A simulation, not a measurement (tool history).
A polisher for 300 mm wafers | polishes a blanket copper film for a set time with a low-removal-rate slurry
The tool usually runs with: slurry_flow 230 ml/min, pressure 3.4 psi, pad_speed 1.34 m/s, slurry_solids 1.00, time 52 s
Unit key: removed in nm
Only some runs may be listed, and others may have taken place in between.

run	day	slurry_flow	pressure	pad_speed	slurry_solids	time	incoming thickness of the incoming film, nm	removed
1	0.000	230	3.4	1.34	0.85	52	663.5	236.5
2	3.129	230	3.4	1.34	0.85	52	672.3	235.2
# day 3.758: worn pad replaced by a new one
3	4.638	230	3.4	1.34	0.85	52	661.2	247.7
4	6.554	265	3.4	1.34	1.00	52	678.9	267.6
5	10.742	230	3.4	1.02	1.00	44	671.2	195.7
# day 12.079: slurry nozzle cleaned
6	12.558	230	3.4	1.34	1.00	52	674.9	262.4
# day 14.096: head pressure recalibrated
7	15.688	260	3.4	1.52	1.00	52	663.5	277.2
8	20.154	230	3.4	1.06	1.00	64	672.3	280.1
# day 22.050: slurry blender recalibrated
9	22.529	205	3.4	1.34	1.15	52	681.4	257.5
10	26.471	230	3.4	1.18	1.00	52	662.1	238.2
11	29.371	230	3.4	1.34	1.00	52	676.6	245.8
# day 30.717: worn pad replaced by a new one
12	31.946	160	3.4	1.34	1.00	52	660.1	230.1
13	33.996	230	3.4	1.34	1.00	52	662.9	264.2
14	37.100	210	3.4	1.34	1.00	52	666.7	256.9
15	40.367	230	3.4	1.34	1.00	52	665.1	261.4
# day 41.721: slurry nozzle cleaned
16	44.104	230	3.4	1.20	1.00	52	670.8	243.9
17	46.921	230	3.4	1.34	1.00	52	669.4	257.3
18	51.221	230	3.4	1.08	1.00	52	673.8	231.1
# day 53.558: slurry blender recalibrated
19	53.988	230	3.4	1.34	1.00	52	665.2	253.6

Forecast run 20:
20	57.892	250	3.4	1.34	1.00	58	681.1	?

removed: 284.1 nm
Were there no unlogged condition in the tool, this run, its random variation unchanged, would have produced removed 298.5 nm.
